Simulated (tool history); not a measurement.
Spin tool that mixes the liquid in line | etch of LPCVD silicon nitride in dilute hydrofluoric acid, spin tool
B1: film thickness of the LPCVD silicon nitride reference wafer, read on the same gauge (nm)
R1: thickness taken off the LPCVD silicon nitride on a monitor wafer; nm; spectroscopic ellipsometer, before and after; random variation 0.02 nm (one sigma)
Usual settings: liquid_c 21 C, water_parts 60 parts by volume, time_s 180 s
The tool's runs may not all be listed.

run 1 hour=0 | liquid_c=21 water_parts=40 time_s=180 | B1=80.016 | R1=1.855
run 2 hour=18.7 | liquid_c=21 water_parts=50 time_s=150 | B1=80.011 | R1=1.262
run 3 hour=44.4 | liquid_c=21 water_parts=50 time_s=150 | B1=79.98 | R1=1.266
run 4 hour=58.4 | liquid_c=21 water_parts=50 time_s=150 | B1=80.018 | R1=1.293
run 5 hour=71 | liquid_c=21 water_parts=60 time_s=140 | B1=79.984 | R1=1.002
run 6 hour=93.2 | liquid_c=21 water_parts=60 time_s=140 | B1=79.977 | R1=1
run 7 hour=128.5 | liquid_c=21 water_parts=60 time_s=180 | B1=80 | R1=1.303
run 8 hour=145.5 | liquid_c=21 water_parts=60 time_s=180 | B1=79.995 | R1=1.28
run 9 hour=160 | liquid_c=21 water_parts=60 time_s=180 | B1=79.99 | R1=1.311
-- hour=173.5 gauge calibrated
run 10 hour=176.7 | liquid_c=21 water_parts=60 time_s=180 | B1=79.978 | R1=1.297
run 11 hour=189.3 | liquid_c=21 water_parts=60 time_s=180 | B1=79.997 | R1=1.327
run 12 hour=216.7 | liquid_c=21 water_parts=60 time_s=180 | B1=79.991 | R1=1.25
run 13 hour=230.3 | liquid_c=25.5 water_parts=60 time_s=125 | B1=79.997 | R1=1.195
run 14 hour=256.5 | liquid_c=24 water_parts=35 time_s=240 | B1=79.991 | R1=3.604
-- hour=295.3 hydrofluoric acid flow meter replaced
run 15 hour=321.8 | liquid_c=21 water_parts=60 time_s=180 | B1=80.023 | R1=1.192
run 16 hour=336.7 | liquid_c=21 water_parts=60 time_s=180 | B1=79.997 | R1=1.204
run 17 hour=348.7 | liquid_c=23 water_parts=60 time_s=180 | B1=80.009 | R1=1.368
run 18 hour=370.9 | liquid_c=21 water_parts=60 time_s=180 | B1=80.025 | R1=1.185
-- hour=372.8 thermometer replaced
run 19 hour=394.9 | liquid_c=21 water_parts=60 time_s=80 | B1=80.012 | R1=0.54
run 20 hour=425.6 | liquid_c=21 water_parts=60 time_s=180 | B1=79.997 | R1=1.212
run 21 hour=444.4 | liquid_c=21 water_parts=60 time_s=285 | B1=79.989 | R1=1.938
run 22 hour=459.2 | liquid_c=25.5 water_parts=80 time_s=180 | B1=79.991 | R1=1.234
run 23 hour=472.9 | liquid_c=21 water_parts=60 time_s=180 | B1=80.005 | R1=1.261
run 24 hour=506.4 | liquid_c=19 water_parts=35 time_s=270 | B1=79.991 | R1=2.748
run 25 hour=526.8 | liquid_c=21 water_parts=60 time_s=110 | B1=79.984 | R1=0.763

4 ways to go on from here, each from the tool as it stands after run 25. What would each give?
run A hour=527.3 | liquid_c=17 water_parts=60 time_s=180 | B1=? | R1=?
run B hour=527.3 | liquid_c=26 water_parts=70 time_s=255 | B1=? | R1=?
run C hour=527.3 | liquid_c=17.5 water_parts=50 time_s=250 | B1=? | R1=?
run D hour=527.3 | liquid_c=17 water_parts=50 time_s=215 | B1=? | R1=?

run=A B1=80.008 R1=0.925
run=B B1=80.008 R1=2.083
run=C B1=80.008 R1=1.588
run=D B1=80.008 R1=1.318
Without the tool's hidden state the same runs would have given:
run=A R1=0.895
run=B R1=2.015
run=C R1=1.536
run=D R1=1.275

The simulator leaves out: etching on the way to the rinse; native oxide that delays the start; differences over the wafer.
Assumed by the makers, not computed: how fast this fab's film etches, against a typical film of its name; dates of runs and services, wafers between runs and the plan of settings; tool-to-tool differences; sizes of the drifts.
